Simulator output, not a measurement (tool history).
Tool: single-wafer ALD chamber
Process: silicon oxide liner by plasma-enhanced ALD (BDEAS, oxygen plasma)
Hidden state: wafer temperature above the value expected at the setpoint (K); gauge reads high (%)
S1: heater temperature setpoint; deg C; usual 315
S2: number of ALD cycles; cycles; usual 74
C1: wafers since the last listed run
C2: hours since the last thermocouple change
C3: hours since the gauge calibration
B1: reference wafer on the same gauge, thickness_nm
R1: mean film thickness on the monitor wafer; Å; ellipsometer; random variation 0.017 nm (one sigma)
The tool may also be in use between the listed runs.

run 1 hour=0 | S1=303 S2=85 | C1=0 C2=1221.4 C3=952.7 | B1=8.142 | R1=80.57
-- hour=4.2 gauge calibrated
run 2 hour=25.7 | S1=303 S2=85 | C1=111 C2=1247.1 C3=21.5 | B1=8.143 | R1=80.67
run 3 hour=59.1 | S1=324 S2=74 | C1=144 C2=1280.5 C3=54.9 | B1=8.14 | R1=68.21
run 4 hour=91.9 | S1=315 S2=74 | C1=142 C2=1313.3 C3=87.7 | B1=8.14 | R1=69.18
run 5 hour=129.3 | S1=315 S2=74 | C1=162 C2=1350.7 C3=125.1 | B1=8.137 | R1=68.88
run 6 hour=195.4 | S1=315 S2=71 | C1=286 C2=1416.8 C3=191.2 | B1=8.14 | R1=66.23
run 7 hour=355 | S1=315 S2=74 | C1=692 C2=1576.4 C3=350.8 | B1=8.143 | R1=68.92
run 8 hour=545 | S1=315 S2=74 | C1=824 C2=1766.4 C3=540.8 | B1=8.142 | R1=69.18
run 9 hour=596.4 | S1=315 S2=74 | C1=223 C2=1817.8 C3=592.2 | B1=8.136 | R1=69.2
run 10 hour=646.4 | S1=315 S2=74 | C1=217 C2=1867.8 C3=642.2 | B1=8.141 | R1=69.05
run 11 hour=699.5 | S1=304 S2=74 | C1=230 C2=1920.9 C3=695.3 | B1=8.14 | R1=69.71
run 12 hour=754.1 | S1=304 S2=74 | C1=237 C2=1975.5 C3=749.9 | B1=8.141 | R1=69.97
run 13 hour=779.7 | S1=315 S2=74 | C1=111 C2=2001.1 C3=775.5 | B1=8.144 | R1=69.14

Forecast run 14:
run 14 hour=835.4 | S1=309 S2=88 | C1=241 C2=2056.8 C3=831.2 | B1=? | R1=?

{"run 14": {"B1": 8.144, "R1": 82.81}}
Without the tool's hidden state the same run would have given R1 82.81 Å.
